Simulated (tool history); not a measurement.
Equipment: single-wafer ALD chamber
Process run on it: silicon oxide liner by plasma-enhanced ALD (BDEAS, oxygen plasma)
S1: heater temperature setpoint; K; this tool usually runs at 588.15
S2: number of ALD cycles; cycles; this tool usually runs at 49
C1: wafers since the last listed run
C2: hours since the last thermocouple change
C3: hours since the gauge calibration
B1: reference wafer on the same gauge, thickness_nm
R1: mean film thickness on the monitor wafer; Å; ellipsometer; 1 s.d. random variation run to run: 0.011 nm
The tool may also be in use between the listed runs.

| run | hour | S1 | S2 | C1 | C2 | C3 | B1 | R1 |
|---|---|---|---|---|---|---|---|---|
| 1 | 0 | 588.15 | 49 | 0 | 2236.2 | 153.2 | 5.195 | 44.89 |
| 2 | 67.6 | 588.15 | 49 | 573 | 2303.8 | 220.8 | 5.199 | 45 |
| 3 | 108.8 | 588.15 | 49 | 349 | 2345 | 262 | 5.202 | 44.95 |
| 4 | 167.1 | 588.15 | 49 | 494 | 2403.3 | 320.3 | 5.197 | 44.84 |
| 5 | 216.6 | 588.15 | 49 | 420 | 2452.8 | 369.8 | 5.196 | 44.97 |
| 6 | 269.7 | 588.15 | 49 | 450 | 2505.9 | 422.9 | 5.197 | 44.84 |
| 7 | 318.4 | 588.15 | 49 | 413 | 2554.6 | 471.6 | 5.2 | 44.85 |
|  | 382 | gauge calibrated |
| 8 | 389 | 588.15 | 49 | 599 | 2625.2 | 7 | 5.196 | 44.83 |
|  | 477 | thermocouple changed; heater temperature recalibrated |
| 9 | 545.7 | 588.15 | 49 | 1261 | 68.7 | 163.7 | 5.198 | 45.07 |
| 10 | 574 | 588.15 | 49 | 240 | 97 | 192 | 5.198 | 44.92 |
| 11 | 599.2 | 594.15 | 49 | 213 | 122.2 | 217.2 | 5.202 | 44.54 |
| 12 | 643.5 | 603.15 | 52 | 375 | 166.5 | 261.5 | 5.197 | 46.62 |
| 13 | 690.4 | 598.15 | 58 | 398 | 213.4 | 308.4 | 5.198 | 52.7 |
| 14 | 753.8 | 598.15 | 55 | 538 | 276.8 | 371.8 | 5.2 | 49.82 |
| 15 | 813.1 | 603.15 | 52 | 503 | 336.1 | 431.1 | 5.196 | 46.5 |
| 16 | 863.6 | 596.15 | 44 | 428 | 386.6 | 481.6 | 5.204 | 39.84 |
| 17 | 926.9 | 596.15 | 44 | 537 | 449.9 | 544.9 | 5.194 | 39.92 |
| 18 | 986.1 | 584.15 | 49 | 502 | 509.1 | 604.1 | 5.199 | 45.01 |
|  | 1052.2 | gauge calibrated |
| 19 | 1054.1 | 588.15 | 49 | 577 | 577.1 | 1.9 | 5.196 | 44.98 |
| 20 | 1124.3 | 595.15 | 53 | 595 | 647.3 | 72.1 | 5.201 | 47.97 |
| 21 | 1154.4 | 599.15 | 56 | 255 | 677.4 | 102.2 | 5.205 | 50.59 |

State the hidden condition of the tool at each of the runs:
wafer temperature above the value expected at the setpoint (K): 0 across all the runs
gauge reads high (%): 0 across all the runs
